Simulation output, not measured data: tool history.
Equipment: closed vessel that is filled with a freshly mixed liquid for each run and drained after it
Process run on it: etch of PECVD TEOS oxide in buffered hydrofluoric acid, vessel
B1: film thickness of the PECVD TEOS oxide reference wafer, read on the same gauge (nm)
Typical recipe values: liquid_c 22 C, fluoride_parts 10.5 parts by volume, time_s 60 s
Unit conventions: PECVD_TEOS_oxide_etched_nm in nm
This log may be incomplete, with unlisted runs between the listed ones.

Run 1, day 0: usual settings; B1 100.01. Result: PECVD_TEOS_oxide_etched_nm 194.69 nm.
Run 2, day 2.071: usual settings; B1 99.98. Result: PECVD_TEOS_oxide_etched_nm 195.95 nm.
Run 3, day 4.675: usual settings; B1 100.02. Result: PECVD_TEOS_oxide_etched_nm 194.93 nm.
Run 4, day 6.55: usual settings but liquid_c 23.5 C, time_s 45 s; B1 100. Result: PECVD_TEOS_oxide_etched_nm 157.5 nm.
Run 5, day 10.833: usual settings; B1 100.04. Result: PECVD_TEOS_oxide_etched_nm 194.39 nm.
Run 6, day 12.6: usual settings; B1 100.03. Result: PECVD_TEOS_oxide_etched_nm 192.2 nm.
Run 7, day 16.833: usual settings; B1 100.01. Result: PECVD_TEOS_oxide_etched_nm 195.24 nm.
At day 21.433: hydrofluoric acid flow meter replaced.
At day 23.2: gauge calibrated.
Run 8, day 29.875: usual settings but liquid_c 19 C; B1 100.01. Result: PECVD_TEOS_oxide_etched_nm 158.21 nm.
Run 9, day 33.267: usual settings but liquid_c 19 C; B1 100. Result: PECVD_TEOS_oxide_etched_nm 159.2 nm.
Run 10, day 36.675: usual settings but liquid_c 19 C; B1 100.01. Result: PECVD_TEOS_oxide_etched_nm 159.91 nm.
Run 11, day 40.808: usual settings but liquid_c 25 C, fluoride_parts 13 parts by volume, time_s 45 s; B1 99.99. Result: PECVD_TEOS_oxide_etched_nm 134.56 nm.
Run 12, day 44.358: usual settings but liquid_c 17 C, fluoride_parts 13.5 parts by volume, time_s 30 s; B1 100. Result: PECVD_TEOS_oxide_etched_nm 55.15 nm.
Run 13, day 50.55: usual settings but fluoride_parts 8.5 parts by volume, time_s 80 s; B1 100. Result: PECVD_TEOS_oxide_etched_nm 296.01 nm.
Run 14, day 52.621: usual settings; B1 100.01. Result: PECVD_TEOS_oxide_etched_nm 186.17 nm.
At day 53.917: thermometer replaced.
Run 15, day 54.942: usual settings but liquid_c 20 C, fluoride_parts 14 parts by volume; B1 100.02. Result: PECVD_TEOS_oxide_etched_nm 139.32 nm.
Run 16, day 58.117: usual settings; B1 99.95. Result: PECVD_TEOS_oxide_etched_nm 205.7 nm.
Run 17, day 60.454: usual settings; B1 100. Result: PECVD_TEOS_oxide_etched_nm 198.4 nm.
Run 18, day 62.154: usual settings but liquid_c 26.5 C; B1 100.03. Result: PECVD_TEOS_oxide_etched_nm 262.72 nm.
Run 19, day 64.062: usual settings but liquid_c 24.5 C, time_s 70 s; B1 100.03. Result: PECVD_TEOS_oxide_etched_nm 267.93 nm.
Run 20, day 65.8: usual settings but liquid_c 19 C, fluoride_parts 8.5 parts by volume, time_s 80 s; B1 99.97. Result: PECVD_TEOS_oxide_etched_nm 271.18 nm.
Run 21, day 69.921: usual settings; B1 99.99. Result: PECVD_TEOS_oxide_etched_nm 201.2 nm.

Here are 4 independent what-if runs from the current tool condition. What would each one return?
Run A, day 69.95: usual settings but fluoride_parts 9 parts by volume; B1 ?. Result: PECVD_TEOS_oxide_etched_nm ?.
Run B, day 69.95: usual settings but liquid_c 19.5 C; B1 ?. Result: PECVD_TEOS_oxide_etched_nm ?.
Run C, day 69.95: usual settings but fluoride_parts 7 parts by volume; B1 ?. Result: PECVD_TEOS_oxide_etched_nm ?.
Run D, day 69.95: usual settings but liquid_c 23.5 C, fluoride_parts 11.5 parts by volume; B1 ?. Result: PECVD_TEOS_oxide_etched_nm ?.

run     B1  PECVD_TEOS_oxide_etched_nm
  A  99.97                      223.15
  B  99.97                      173.21
  C  99.97                      292.94
  D  99.97                      197.94
With no hidden state in the tool, these same runs would have given:
run  PECVD_TEOS_oxide_etched_nm
  A                      226.89
  B                      176.15
  C                      297.83
  D                      201.22

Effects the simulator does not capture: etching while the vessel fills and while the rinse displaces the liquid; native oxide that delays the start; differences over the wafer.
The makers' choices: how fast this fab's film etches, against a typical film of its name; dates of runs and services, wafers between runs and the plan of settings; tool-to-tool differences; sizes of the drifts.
